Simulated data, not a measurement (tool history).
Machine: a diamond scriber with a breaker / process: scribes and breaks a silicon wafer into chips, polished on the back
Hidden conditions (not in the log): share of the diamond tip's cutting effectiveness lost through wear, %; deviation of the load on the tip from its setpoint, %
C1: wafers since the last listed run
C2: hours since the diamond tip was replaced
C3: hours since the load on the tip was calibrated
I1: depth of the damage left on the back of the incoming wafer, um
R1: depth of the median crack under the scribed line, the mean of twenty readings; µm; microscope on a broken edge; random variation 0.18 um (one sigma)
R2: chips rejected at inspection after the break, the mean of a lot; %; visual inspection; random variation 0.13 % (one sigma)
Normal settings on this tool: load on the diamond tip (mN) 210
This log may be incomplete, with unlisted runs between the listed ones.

{"run": 1, "day": 0.0, "load on the diamond tip (mN)": 236, "C1": 0, "C2": 444.1, "C3": 1478.5, "I1": 0.03, "R1": 12.16, "R2": 9.53}
{"run": 2, "day": 1.379, "load on the diamond tip (mN)": 210, "C1": 72, "C2": 477.2, "C3": 1511.6, "I1": 0.02, "R1": 10.83, "R2": 3.27}
{"run": 3, "day": 2.208, "load on the diamond tip (mN)": 210, "C1": 43, "C2": 497.1, "C3": 1531.5, "I1": 0.04, "R1": 10.56, "R2": 3.83}
{"run": 4, "day": 3.233, "load on the diamond tip (mN)": 210, "C1": 54, "C2": 521.7, "C3": 1556.1, "I1": 0.03, "R1": 10.62, "R2": 4.05}
{"run": 5, "day": 3.838, "load on the diamond tip (mN)": 180, "C1": 31, "C2": 536.2, "C3": 1570.6, "I1": 0.04, "R1": 9.14, "R2": 2.52}
{"run": 6, "day": 4.854, "load on the diamond tip (mN)": 210, "C1": 53, "C2": 560.6, "C3": 1595.0, "I1": 0.05, "R1": 10.65, "R2": 4.13}
{"day": 5.008, "done": "diamond tip replaced by a new one"}
{"run": 7, "day": 6.058, "load on the diamond tip (mN)": 210, "C1": 59, "C2": 25.2, "C3": 1623.9, "I1": 0.02, "R1": 11.08, "R2": 3.94}
{"run": 8, "day": 7.479, "load on the diamond tip (mN)": 210, "C1": 74, "C2": 59.3, "C3": 1658.0, "I1": 0.02, "R1": 10.9, "R2": 4.29}
{"run": 9, "day": 8.088, "load on the diamond tip (mN)": 189, "C1": 32, "C2": 73.9, "C3": 1672.6, "I1": 0.01, "R1": 9.36, "R2": 2.01}
{"run": 10, "day": 9.133, "load on the diamond tip (mN)": 189, "C1": 55, "C2": 99.0, "C3": 1697.7, "I1": 0.04, "R1": 9.34, "R2": 2.09}
{"run": 11, "day": 10.617, "load on the diamond tip (mN)": 189, "C1": 78, "C2": 134.6, "C3": 1733.3, "I1": 0.03, "R1": 9.77, "R2": 1.74}
{"run": 12, "day": 12.083, "load on the diamond tip (mN)": 210, "C1": 77, "C2": 169.8, "C3": 1768.5, "I1": 0.01, "R1": 11.27, "R2": 4.67}
{"run": 13, "day": 13.112, "load on the diamond tip (mN)": 250, "C1": 54, "C2": 194.5, "C3": 1793.2, "I1": 0.03, "R1": 13.35, "R2": 17.23}
{"run": 14, "day": 14.529, "load on the diamond tip (mN)": 250, "C1": 74, "C2": 228.5, "C3": 1827.2, "I1": 0.01, "R1": 13.58, "R2": 15.36}
{"run": 15, "day": 15.929, "load on the diamond tip (mN)": 250, "C1": 73, "C2": 262.1, "C3": 1860.8, "I1": 0.03, "R1": 13.4, "R2": 16.6}
{"run": 16, "day": 16.612, "load on the diamond tip (mN)": 210, "C1": 36, "C2": 278.5, "C3": 1877.2, "I1": 0.05, "R1": 11.18, "R2": 5.11}
{"run": 17, "day": 17.521, "load on the diamond tip (mN)": 210, "C1": 47, "C2": 300.3, "C3": 1899.0, "I1": 0.03, "R1": 11.2, "R2": 5.28}
{"run": 18, "day": 18.571, "load on the diamond tip (mN)": 210, "C1": 55, "C2": 325.5, "C3": 1924.2, "I1": 0.04, "R1": 11.13, "R2": 5.46}
{"run": 19, "day": 20.046, "load on the diamond tip (mN)": 258, "C1": 77, "C2": 360.9, "C3": 1959.6, "I1": 0.05, "R1": 13.96, "R2": 20.12}
{"run": 20, "day": 21.05, "load on the diamond tip (mN)": 252, "C1": 52, "C2": 385.0, "C3": 1983.7, "I1": 0.02, "R1": 13.51, "R2": 17.93}
{"run": 21, "day": 21.908, "load on the diamond tip (mN)": 254, "C1": 45, "C2": 405.6, "C3": 2004.3, "I1": 0.04, "R1": 13.84, "R2": 19.02}
{"run": 22, "day": 22.554, "load on the diamond tip (mN)": 210, "C1": 34, "C2": 421.1, "C3": 2019.8, "I1": 0.05, "R1": 11.49, "R2": 6.1}
{"run": 23, "day": 23.329, "load on the diamond tip (mN)": 251, "C1": 40, "C2": 439.7, "C3": 2038.4, "I1": 0.02, "R1": 13.96, "R2": 20.38}
{"run": 24, "day": 27.492, "load on the diamond tip (mN)": 183, "C1": 219, "C2": 539.6, "C3": 2138.3, "I1": 0.02, "R1": 9.72, "R2": 2.39}
{"day": 27.862, "done": "diamond tip replaced by a new one"}
{"run": 25, "day": 28.883, "load on the diamond tip (mN)": 154, "C1": 68, "C2": 24.5, "C3": 2171.7, "I1": 0.01, "R1": 7.74, "R2": 7.78}
{"run": 26, "day": 29.996, "load on the diamond tip (mN)": 210, "C1": 58, "C2": 51.2, "C3": 2198.4, "I1": 0.02, "R1": 11.7, "R2": 6.89}
{"run": 27, "day": 30.571, "load on the diamond tip (mN)": 210, "C1": 30, "C2": 65.0, "C3": 2212.2, "I1": 0.02, "R1": 11.44, "R2": 7.22}
{"day": 31.446, "done": "load on the tip recalibrated"}
{"run": 28, "day": 31.846, "load on the diamond tip (mN)": 228, "C1": 62, "C2": 95.6, "C3": 9.6, "I1": 0.03, "R1": 10.56, "R2": 3.09}
{"run": 29, "day": 32.829, "load on the diamond tip (mN)": 232, "C1": 51, "C2": 119.2, "C3": 33.2, "I1": 0.02, "R1": 11.16, "R2": 3.66}
{"run": 30, "day": 36.212, "load on the diamond tip (mN)": 210, "C1": 178, "C2": 200.4, "C3": 114.4, "I1": 0.03, "R1": 9.68, "R2": 2.01}
{"run": 31, "day": 37.233, "load on the diamond tip (mN)": 210, "C1": 53, "C2": 224.9, "C3": 138.9, "I1": 0.01, "R1": 9.55, "R2": 2.1}
{"run": 32, "day": 37.921, "load on the diamond tip (mN)": 149, "C1": 36, "C2": 241.4, "C3": 155.4, "I1": 0.02, "R1": 6.01, "R2": 27.18}
{"run": 33, "day": 39.079, "load on the diamond tip (mN)": 177, "C1": 61, "C2": 269.2, "C3": 183.2, "I1": 0.01, "R1": 7.97, "R2": 6.99}
{"run": 34, "day": 39.638, "load on the diamond tip (mN)": 271, "C1": 29, "C2": 282.6, "C3": 196.6, "I1": 0.05, "R1": 12.6, "R2": 10.26}
{"run": 35, "day": 40.467, "load on the diamond tip (mN)": 157, "C1": 43, "C2": 302.5, "C3": 216.5, "I1": 0.03, "R1": 6.67, "R2": 17.48}

Results for each run, recomputed without the tool's hidden state and with each run's random variation untouched:
run=1 R1=10.88 R2=4.25
run=2 R1=9.65 R2=1.76
run=3 R1=9.39 R2=2.02
run=4 R1=9.42 R2=2.09
run=5 R1=8.09 R2=6.41
run=6 R1=9.40 R2=2.05
run=7 R1=9.75 R2=1.91
run=8 R1=9.55 R2=2.01
run=9 R1=8.19 R2=4.02
run=10 R1=8.15 R2=4.16
run=11 R1=8.48 R2=3.42
run=12 R1=9.74 R2=1.96
run=13 R1=11.51 R2=7.08
run=14 R1=11.65 R2=6.19
run=15 R1=11.45 R2=6.55
run=16 R1=9.53 R2=1.93
run=17 R1=9.52 R2=1.95
run=18 R1=9.43 R2=1.97
run=19 R1=11.77 R2=8.11
run=20 R1=11.35 R2=6.70
run=21 R1=11.61 R2=7.18
run=22 R1=9.61 R2=1.99
run=23 R1=11.65 R2=7.29
run=24 R1=8.00 R2=6.21
run=25 R1=6.34 R2=22.73
run=26 R1=9.55 R2=1.88
run=27 R1=9.32 R2=1.95
run=28 R1=10.49 R2=2.92
run=29 R1=11.07 R2=3.45
run=30 R1=9.61 R2=2.00
run=31 R1=9.47 R2=2.09
run=32 R1=5.96 R2=28.02
run=33 R1=7.90 R2=7.43
run=34 R1=12.49 R2=9.73
run=35 R1=6.61 R2=18.22
